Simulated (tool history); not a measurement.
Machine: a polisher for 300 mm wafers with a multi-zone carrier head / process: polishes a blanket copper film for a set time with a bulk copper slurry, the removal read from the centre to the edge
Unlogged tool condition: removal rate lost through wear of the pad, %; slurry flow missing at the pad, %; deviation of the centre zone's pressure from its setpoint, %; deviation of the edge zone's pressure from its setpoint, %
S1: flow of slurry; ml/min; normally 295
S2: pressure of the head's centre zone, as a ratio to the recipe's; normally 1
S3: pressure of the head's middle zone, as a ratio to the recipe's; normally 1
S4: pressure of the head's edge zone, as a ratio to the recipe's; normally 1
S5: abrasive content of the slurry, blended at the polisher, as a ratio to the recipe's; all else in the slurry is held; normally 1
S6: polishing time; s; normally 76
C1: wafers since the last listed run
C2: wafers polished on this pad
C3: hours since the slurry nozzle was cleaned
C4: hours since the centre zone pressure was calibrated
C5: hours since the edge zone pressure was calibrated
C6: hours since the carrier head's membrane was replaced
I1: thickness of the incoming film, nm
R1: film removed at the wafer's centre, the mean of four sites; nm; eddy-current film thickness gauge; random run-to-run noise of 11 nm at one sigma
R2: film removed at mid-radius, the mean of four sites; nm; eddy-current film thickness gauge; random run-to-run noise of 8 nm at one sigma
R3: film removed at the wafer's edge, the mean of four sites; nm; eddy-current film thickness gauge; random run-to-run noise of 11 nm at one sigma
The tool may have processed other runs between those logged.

| run | day | S1 | S2 | S3 | S4 | S5 | S6 | C1 | C2 | C3 | C4 | C5 | C6 | I1 | R1 | R2 | R3 |
|---|---|---|---|---|---|---|---|---|---|---|---|---|---|---|---|---|---|
| 1 | 0 | 295 | 1 | 1 | 1 | 1 | 76 | 0 | 1735 | 611.6 | 309 | 550.3 | 900 | 4552 | 867.7 | 840.3 | 868.6 |
| 2 | 1.833 | 295 | 1 | 1 | 1 | 1 | 64 | 647 | 2383 | 655.6 | 353 | 594.3 | 944 | 4584.4 | 718.1 | 701.5 | 744.7 |
| 3 | 3.929 | 295 | 1.08 | 1 | 1 | 1 | 76 | 740 | 3124 | 705.9 | 403.3 | 644.6 | 994.3 | 4493.1 | 879.8 | 824.1 | 865.9 |
|  | 4.392 | worn pad replaced by a new one |
|  | 5.558 | edge zone pressure recalibrated |
| 4 | 5.583 | 295 | 1.08 | 1 | 1 | 1 | 76 | 496 | 392 | 745.6 | 443 | 0.6 | 1034 | 4510.3 | 911.6 | 867.2 | 893.3 |
| 5 | 6.683 | 295 | 1 | 1 | 1 | 1 | 76 | 388 | 780 | 772 | 469.4 | 27 | 1060.4 | 4521.9 | 872.8 | 850.3 | 894.7 |
| 6 | 7.771 | 295 | 1 | 1 | 1 | 1 | 76 | 384 | 1165 | 798.1 | 495.5 | 53.1 | 1086.5 | 4539.9 | 880.4 | 849.9 | 896.3 |
|  | 8.783 | centre zone pressure recalibrated |
| 7 | 10.1 | 295 | 1 | 1 | 1 | 1 | 76 | 793 | 1958 | 854 | 31.6 | 109 | 1142.4 | 4526.4 | 854.5 | 843.3 | 876.8 |
|  | 10.854 | slurry nozzle cleaned |
| 8 | 11.996 | 295 | 1 | 1 | 1 | 1 | 76 | 655 | 2614 | 27.4 | 77.1 | 154.5 | 1187.9 | 4562.3 | 866 | 833.2 | 873.4 |
| 9 | 14.492 | 215 | 1 | 1.12 | 0.92 | 1 | 76 | 882 | 3496 | 87.3 | 137 | 214.4 | 1247.8 | 4468.5 | 796.3 | 843.1 | 786.3 |
|  | 15.742 | worn pad replaced by a new one |
| 10 | 17.433 | 200 | 1 | 1 | 1 | 1 | 76 | 980 | 597 | 157.9 | 207.6 | 285 | 1318.4 | 4545.2 | 829.6 | 817.3 | 851.6 |
|  | 21.304 | carrier head's membrane replaced by a new one |
| 11 | 21.317 | 225 | 1.08 | 1 | 1 | 1 | 76 | 1298 | 1896 | 251.1 | 300.8 | 378.2 | 0.3 | 4463 | 871 | 812.7 | 857.9 |
| 12 | 23.529 | 295 | 1 | 1 | 1 | 1 | 76 | 781 | 2677 | 304.2 | 353.9 | 431.3 | 53.4 | 4483.7 | 856.6 | 831.2 | 860.4 |
| 13 | 24.9 | 295 | 1 | 1.08 | 1.05 | 1 | 76 | 484 | 3162 | 337.1 | 386.8 | 464.2 | 86.3 | 4572.5 | 840.1 | 872 | 890.4 |
|  | 26.038 | worn pad replaced by a new one |
| 14 | 26.629 | 210 | 1 | 1.04 | 1 | 1 | 76 | 552 | 209 | 378.6 | 428.3 | 505.7 | 127.8 | 4524.3 | 835.5 | 854 | 865.8 |
|  | 27.988 | centre zone pressure recalibrated |
| 15 | 28.004 | 260 | 0.88 | 1.04 | 1.11 | 1 | 76 | 456 | 666 | 411.6 | 0.4 | 538.7 | 160.8 | 4527.1 | 824 | 876.1 | 939.8 |
| 16 | 30.312 | 205 | 1 | 1 | 1.08 | 0.85 | 96 | 815 | 1481 | 467 | 55.8 | 594.1 | 216.2 | 4470.1 | 1016.9 | 991.8 | 1088.4 |
| 17 | 31.988 | 340 | 0.89 | 1 | 1.06 | 1 | 66 | 591 | 2073 | 507.2 | 96 | 634.3 | 256.4 | 4537.1 | 714.2 | 745.9 | 805.3 |
|  | 32.429 | edge zone pressure recalibrated |
|  | 37.417 | worn pad replaced by a new one |
| 18 | 39.188 | 295 | 1 | 1 | 1 | 1 | 76 | 2456 | 625 | 680 | 268.8 | 162.2 | 429.2 | 4622.9 | 870.7 | 864.2 | 881.3 |
| 19 | 41.912 | 295 | 1 | 1 | 1 | 1 | 76 | 963 | 1588 | 745.4 | 334.2 | 227.6 | 494.6 | 4482.2 | 858.1 | 848.6 | 888.6 |
| 20 | 43.021 | 240 | 1 | 1 | 1 | 1 | 76 | 391 | 1979 | 772 | 360.8 | 254.2 | 521.2 | 4433.8 | 849.3 | 833 | 862.8 |

Predict each of these 5 candidate next runs independently; none follows another, all start after run 20:
| A | 43.038 | 295 | 1 | 1 | 1 | 1 | 86 | 5 | 1985 | 772.4 | 361.2 | 254.6 | 521.6 | 4533.1 | ? | ? | ? |
| B | 43.038 | 340 | 1.06 | 1 | 1 | 1 | 76 | 5 | 1985 | 772.4 | 361.2 | 254.6 | 521.6 | 4533.1 | ? | ? | ? |
| C | 43.038 | 295 | 0.93 | 1 | 1 | 1 | 76 | 5 | 1985 | 772.4 | 361.2 | 254.6 | 521.6 | 4533.1 | ? | ? | ? |
| D | 43.038 | 295 | 1 | 1 | 0.9 | 1 | 76 | 5 | 1985 | 772.4 | 361.2 | 254.6 | 521.6 | 4533.1 | ? | ? | ? |
| E | 43.038 | 240 | 1.06 | 1 | 1 | 1.1 | 102 | 5 | 1985 | 772.4 | 361.2 | 254.6 | 521.6 | 4533.1 | ? | ? | ? |

| run | R1 | R2 | R3 |
|---|---|---|---|
| A | 951.4 | 940.2 | 1018.5 |
| B | 882.2 | 842.6 | 909.9 |
| C | 808.6 | 831 | 900.1 |
| D | 840.8 | 831 | 860 |
| E | 1157 | 1109.8 | 1209.9 |
With no hidden state in the tool, these same runs would have given:
| run | R1 | R2 | R3 |
|---|---|---|---|
| A | 982.9 | 971.3 | 1052.2 |
| B | 911.3 | 870.5 | 940 |
| C | 835.3 | 858.5 | 929.8 |
| D | 868.6 | 858.5 | 888.5 |
| E | 1195.3 | 1146.5 | 1249.9 |
